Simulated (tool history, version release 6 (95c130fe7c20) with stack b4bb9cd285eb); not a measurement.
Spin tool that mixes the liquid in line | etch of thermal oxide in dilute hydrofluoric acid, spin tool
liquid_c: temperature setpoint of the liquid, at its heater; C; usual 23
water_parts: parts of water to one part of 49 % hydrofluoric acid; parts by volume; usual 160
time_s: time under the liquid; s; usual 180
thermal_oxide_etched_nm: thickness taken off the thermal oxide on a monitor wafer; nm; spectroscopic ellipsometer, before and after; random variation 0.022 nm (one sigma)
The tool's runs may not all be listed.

run	hour	liquid_c	water_parts	time_s	read-back film thickness of the thermal oxide reference wafer, read on the same gauge (nm)	thermal_oxide_etched_nm
1	0	23	160	150	110.02	3.98
2	30.1	23	160	180	110.01	4.82
3	78.3	23	160	180	109.95	4.76
4	107.8	23	160	180	110.03	4.87
5	160.6	23	160	180	110.01	4.85
# hour 212.9: thermometer replaced
6	231.6	23	160	180	110.01	5.24
7	257.8	23	160	180	109.98	5.28
8	288	23	160	180	110	5.28
# hour 294.4: hydrofluoric acid flow meter replaced
# hour 334: gauge calibrated
9	345.2	19	160	180	109.96	4.27
10	402	21	160	265	110	6.87
11	428.4	21.5	95	150	110	7.15
12	476.2	24.5	225	145	109.98	2.87
13	534.9	20	210	140	109.97	2.54
14	590.3	18	215	180	109.99	2.93
15	658.4	18	215	255	110.01	4.19

5 ways to go on from here, each from the tool as it stands after run 15. What would each give?
A	658.9	27.5	160	180	?	?
B	658.9	21	140	75	?	?
C	658.9	23	190	75	?	?
D	658.9	28	160	225	?	?
E	658.9	19.5	160	180	?	?

run	read-back film thickness of the thermal oxide reference wafer, read on the same gauge (nm)	thermal_oxide_etched_nm
A	110	5.98
B	110	2.27
C	110	1.72
D	110	7.61
E	110	4.4
Without the tool's hidden state the same runs would have given:
run	thermal_oxide_etched_nm
A	5.93
B	2.25
C	1.7
D	7.55
E	4.37
